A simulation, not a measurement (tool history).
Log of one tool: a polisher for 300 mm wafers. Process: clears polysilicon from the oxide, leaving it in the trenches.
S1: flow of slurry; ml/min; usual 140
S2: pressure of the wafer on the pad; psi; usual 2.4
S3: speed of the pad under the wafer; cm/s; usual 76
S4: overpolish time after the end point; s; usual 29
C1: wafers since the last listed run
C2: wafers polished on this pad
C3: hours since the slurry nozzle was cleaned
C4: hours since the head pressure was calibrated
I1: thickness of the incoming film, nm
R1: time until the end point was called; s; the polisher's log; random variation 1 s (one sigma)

run	day	S1	S2	S3	S4	C1	C2	C3	C4	I1	R1
1	0.000	140	2.0	76	18	0	1614	232.3	295.0	767.0	79.8
# day 0.554: worn pad replaced by a new one
2	1.221	140	2.4	76	29	172	109	261.6	324.3	774.8	68.0
3	2.400	140	2.0	76	29	193	302	289.9	352.6	763.4	80.6
4	3.167	140	2.4	76	29	125	428	308.3	371.0	771.6	66.8
5	4.154	140	2.4	76	29	161	590	332.0	394.7	768.2	67.8
6	5.383	140	2.4	76	29	201	792	361.5	424.2	781.9	66.7
7	6.221	140	2.4	76	29	137	929	381.6	444.3	763.5	65.9
8	6.817	140	2.4	76	29	97	1027	395.9	458.6	754.5	64.7
9	7.621	140	2.4	76	29	131	1159	415.2	477.9	779.8	66.7
10	8.425	140	2.4	88	21	131	1291	434.5	497.2	771.8	58.3
11	8.988	140	2.4	88	21	92	1383	448.0	510.7	763.2	56.8
12	9.508	165	2.6	64	23	85	1468	460.5	523.2	783.5	70.1
# day 10.725: worn pad replaced by a new one
13	10.783	165	2.6	64	23	181	9	491.1	553.8	763.6	70.6
14	11.521	140	2.4	76	29	120	130	508.8	571.5	777.1	65.6
15	12.979	125	2.4	88	29	239	369	543.8	606.5	764.3	58.8
16	13.550	160	2.4	58	36	93	463	557.5	620.2	782.6	86.5
17	14.375	140	2.4	68	29	135	598	577.3	640.0	767.0	72.5
18	15.700	175	1.8	76	29	217	816	609.1	671.8	773.3	85.3
19	16.979	140	3.1	76	29	209	1025	639.8	702.5	770.9	52.5
20	17.712	140	2.4	76	37	120	1146	657.4	720.1	776.8	65.9
21	19.038	140	2.1	98	34	217	1363	689.2	751.9	768.6	58.7
22	20.471	140	2.8	76	29	235	1598	723.6	786.3	763.5	55.4
# day 21.575: worn pad replaced by a new one
23	21.858	95	2.9	76	41	200	46	756.9	819.6	778.1	63.3
# day 21.954: head pressure recalibrated
24	23.108	140	2.4	76	29	191	237	786.9	27.7	767.8	67.5
25	24.304	180	2.4	76	29	196	433	815.6	56.4	775.6	63.2
# day 24.504: slurry nozzle cleaned
26	24.971	155	2.4	68	29	102	536	11.2	72.4	776.3	74.9
27	26.262	140	2.4	76	29	211	748	42.2	103.4	762.4	65.0
28	27.338	175	2.4	76	23	176	924	68.0	129.2	769.0	64.0
29	28.217	120	2.4	76	18	144	1068	89.1	150.3	756.8	67.3
30	29.504	160	2.8	76	29	211	1279	120.0	181.2	766.3	56.5
31	30.517	140	2.4	76	42	166	1445	144.3	205.5	768.3	64.9
32	31.762	160	2.4	76	29	204	1650	174.2	235.4	770.8	63.5
# day 32.371: worn pad replaced by a new one
33	32.562	185	3.0	76	29	103	31	193.4	254.6	768.6	49.8
34	33.942	95	2.4	100	38	226	257	226.5	287.7	770.0	56.3
35	35.392	110	2.4	90	29	237	495	261.3	322.5	775.2	60.9

What the log doesn't show, run by run:
removal rate lost through wear of the pad, %: 0 in every run
slurry flow missing at the pad, %: 0 in every run
deviation of the head's pressure from its setpoint, %: 0 in every run
